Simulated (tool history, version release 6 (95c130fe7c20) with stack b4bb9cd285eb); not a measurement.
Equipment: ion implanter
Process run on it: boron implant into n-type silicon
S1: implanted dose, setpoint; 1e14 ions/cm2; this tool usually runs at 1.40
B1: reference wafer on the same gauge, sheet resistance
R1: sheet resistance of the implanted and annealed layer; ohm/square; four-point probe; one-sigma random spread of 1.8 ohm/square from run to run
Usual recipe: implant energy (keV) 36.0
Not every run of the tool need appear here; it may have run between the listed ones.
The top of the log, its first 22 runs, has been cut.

run 23 day=28.200 | S1=1.73 implant_energy_(keV)=31.5 | B1=680.19 | R1=521.42
run 24 day=29.296 | S1=1.52 implant_energy_(keV)=26.5 | B1=682.17 | R1=589.89
run 25 day=30.521 | S1=1.52 implant_energy_(keV)=26.5 | B1=681.98 | R1=591.92
run 26 day=31.942 | S1=1.40 implant_energy_(keV)=48.0 | B1=683.76 | R1=570.89
-- day=32.358 gauge calibrated
run 27 day=32.946 | S1=1.26 implant_energy_(keV)=41.0 | B1=667.62 | R1=621.26
run 28 day=33.683 | S1=1.40 implant_energy_(keV)=36.0 | B1=668.19 | R1=585.99
run 29 day=34.871 | S1=1.40 implant_energy_(keV)=36.0 | B1=667.59 | R1=587.07
run 30 day=36.221 | S1=1.40 implant_energy_(keV)=31.0 | B1=667.76 | R1=603.11
run 31 day=37.479 | S1=1.79 implant_energy_(keV)=27.5 | B1=669.55 | R1=506.95
run 32 day=38.292 | S1=1.53 implant_energy_(keV)=28.0 | B1=668.31 | R1=575.31
run 33 day=39.392 | S1=1.40 implant_energy_(keV)=36.0 | B1=669.33 | R1=587.43
run 34 day=39.904 | S1=1.00 implant_energy_(keV)=30.5 | B1=669.08 | R1=772.71
run 35 day=41.042 | S1=1.55 implant_energy_(keV)=41.5 | B1=670.15 | R1=535.18
run 36 day=41.929 | S1=1.40 implant_energy_(keV)=36.0 | B1=669.31 | R1=588.19
run 37 day=42.850 | S1=1.71 implant_energy_(keV)=44.5 | B1=670.79 | R1=490.82
run 38 day=43.817 | S1=1.53 implant_energy_(keV)=27.5 | B1=671.23 | R1=577.05

What if the next run were any one of these 3? Each begins from the tool's condition after run 38:
run A day=43.833 | S1=1.40 implant_energy_(keV)=27.5 | B1=? | R1=?
run B day=43.833 | S1=1.52 implant_energy_(keV)=32.5 | B1=? | R1=?
run C day=43.833 | S1=1.17 implant_energy_(keV)=41.0 | B1=? | R1=?

run=A B1=670.56 R1=616.51
run=B B1=670.56 R1=564.08
run=C B1=670.56 R1=655.80
Without the tool's hidden state the same runs would have given:
run=A R1=612.55
run=B R1=560.46
run=C R1=651.59
